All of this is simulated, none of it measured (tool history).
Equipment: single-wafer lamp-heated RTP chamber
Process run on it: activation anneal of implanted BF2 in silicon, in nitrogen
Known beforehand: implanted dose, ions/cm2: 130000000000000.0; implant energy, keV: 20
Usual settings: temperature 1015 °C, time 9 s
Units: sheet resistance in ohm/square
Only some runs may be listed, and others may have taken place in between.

run	hour	temperature	time	wafers since the last listed run	wafers since the last pyrometer calibration	wafers since the reflector plate was cleaned	hours since the gauge calibration	read-back reference wafer on the same gauge, sheet resistance	sheet resistance
1	0	1015	11	0	1484	340	344.3	952.18	815.75
2	80	1015	11	1269	2754	1610	424.3	954.18	819.13
# hour 117.1: pyrometer window cleaned and pyrometer calibrated
3	179.9	1015	5	1458	997	3069	524.2	956.72	829
# hour 241.8: gauge calibrated
4	259.4	1015	5	1261	2259	4331	17.6	944.62	814.21
# hour 364.7: pyrometer window cleaned and pyrometer calibrated
5	365.2	1015	6	1552	8	5883	123.4	947.74	819.12
6	402	1015	6	584	592	6468	160.2	948.51	818.48
7	490.5	1015	9	1404	1997	7872	248.7	951.05	816.15
# hour 516.8: reflector plate cleaned
8	567.2	1045	12	1090	3087	799	325.4	953.39	809.36
# hour 636.3: pyrometer window cleaned and pyrometer calibrated
9	645.5	1015	9	1115	146	1915	403.7	955.54	820.42
10	702.5	1015	4	904	1051	2820	460.7	956.55	828.14
11	773.1	998	12	1120	2172	3941	531.3	958.37	825.55
# hour 843.7: gauge calibrated
# hour 847.9: pyrometer window cleaned and pyrometer calibrated
12	874.5	1004	7	1482	421	5423	30.8	945.62	818.9
13	970.5	1015	9	1523	1945	6947	126.8	947.88	815.42
# hour 1020.4: reflector plate cleaned
14	1069.2	1028	6	1439	3385	775	225.5	950.42	815.05

Consider 4 possible next runs. They are alternatives, not a sequence: every one starts from the tool as it was left by run 14. What does each give?
A	1069.6	1015	14	6	3391	781	225.9	?	?
B	1069.6	1004	11	6	3391	781	225.9	?	?
C	1069.6	1015	7	6	3391	781	225.9	?	?
D	1069.6	1042	4	6	3391	781	225.9	?	?

run	read-back reference wafer on the same gauge, sheet resistance	sheet resistance
A	950.32	811.05
B	950.32	816.32
C	950.32	816.99
D	950.32	815.95
Without the tool's unlogged condition, the same runs would have read:
run	sheet resistance
A	805.45
B	810.69
C	811.35
D	810.32
